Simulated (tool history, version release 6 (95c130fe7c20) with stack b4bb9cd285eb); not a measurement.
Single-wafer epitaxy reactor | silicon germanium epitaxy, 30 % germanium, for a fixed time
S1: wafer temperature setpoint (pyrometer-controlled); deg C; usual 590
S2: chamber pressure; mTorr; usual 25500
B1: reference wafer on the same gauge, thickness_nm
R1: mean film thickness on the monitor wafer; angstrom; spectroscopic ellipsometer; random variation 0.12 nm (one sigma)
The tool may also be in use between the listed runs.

Run 1, hour 0.0: usual settings but S2 30600 mTorr; B1 64.699. Result: R1 620.92 angstrom.
Run 2, hour 15.8: usual settings but S2 30600 mTorr; B1 64.695. Result: R1 620.70 angstrom.
Run 3, hour 38.1: usual settings but S1 581 deg C; B1 64.716. Result: R1 470.18 angstrom.
Run 4, hour 52.2: usual settings but S1 581 deg C; B1 64.674. Result: R1 468.14 angstrom.
Run 5, hour 74.1: usual settings; B1 64.691. Result: R1 571.09 angstrom.
Run 6, hour 89.8: usual settings; B1 64.661. Result: R1 566.71 angstrom.
Run 7, hour 102.7: usual settings; B1 64.659. Result: R1 568.32 angstrom.
Run 8, hour 134.4: usual settings; B1 64.718. Result: R1 568.85 angstrom.
Run 9, hour 155.8: usual settings but S1 595 deg C; B1 64.707. Result: R1 630.23 angstrom.
Run 10, hour 188.2: usual settings but S1 595 deg C; B1 64.646. Result: R1 629.38 angstrom.
Run 11, hour 204.9: usual settings but S1 595 deg C; B1 64.699. Result: R1 629.20 angstrom.
At hour 216.1: showerhead replaced.
Run 12, hour 221.2: usual settings; B1 64.694. Result: R1 566.14 angstrom.
Run 13, hour 240.2: usual settings; B1 64.663. Result: R1 564.41 angstrom.
Run 14, hour 253.1: usual settings; B1 64.678. Result: R1 566.92 angstrom.
Run 15, hour 266.9: usual settings but S1 594 deg C, S2 20700 mTorr; B1 64.705. Result: R1 555.39 angstrom.
Run 16, hour 302.1: usual settings but S1 599 deg C, S2 29600 mTorr; B1 64.738. Result: R1 735.13 angstrom.
Run 17, hour 321.9: usual settings but S1 604 deg C; B1 64.691. Result: R1 755.94 angstrom.
Run 18, hour 339.0: usual settings; B1 64.701. Result: R1 565.13 angstrom.
Run 19, hour 371.3: usual settings but S1 575 deg C, S2 22900 mTorr; B1 64.707. Result: R1 387.68 angstrom.
Run 20, hour 397.2: usual settings but S1 596 deg C, S2 31100 mTorr; B1 64.715. Result: R1 704.30 angstrom.
At hour 417.8: capacitance manometer re-zeroed and calibrated.
At hour 424.2: pyrometer calibrated.
At hour 428.4: gauge calibrated.
Run 21, hour 429.4: usual settings but S1 599 deg C, S2 23400 mTorr; B1 64.690. Result: R1 631.00 angstrom.
Run 22, hour 446.2: usual settings but S2 28300 mTorr; B1 64.717. Result: R1 573.19 angstrom.
Run 23, hour 466.0: usual settings but S1 605 deg C, S2 23200 mTorr; B1 64.696. Result: R1 715.56 angstrom.
Run 24, hour 494.9: usual settings but S1 597 deg C, S2 30100 mTorr; B1 64.669. Result: R1 689.51 angstrom.
Run 25, hour 524.9: usual settings but S2 30000 mTorr; B1 64.734. Result: R1 597.09 angstrom.
Run 26, hour 581.1: usual settings but S1 603 deg C, S2 27300 mTorr; B1 64.710. Result: R1 750.33 angstrom.

Forecast each of these 3 alternatives for the next run:
Run A, hour 581.5: usual settings; B1 ?. Result: R1 ?.
Run B, hour 581.5: usual settings but S1 597 deg C, S2 23100 mTorr; B1 ?. Result: R1 ?.
Run C, hour 581.5: usual settings but S1 575 deg C, S2 22100 mTorr; B1 ?. Result: R1 ?.

run      B1      R1
  A  64.659  550.91
  B  64.659  608.35
  C  64.659  370.78
Without the tool's hidden state the same runs would have given:
run      R1
  A  543.83
  B  600.67
  C  365.82
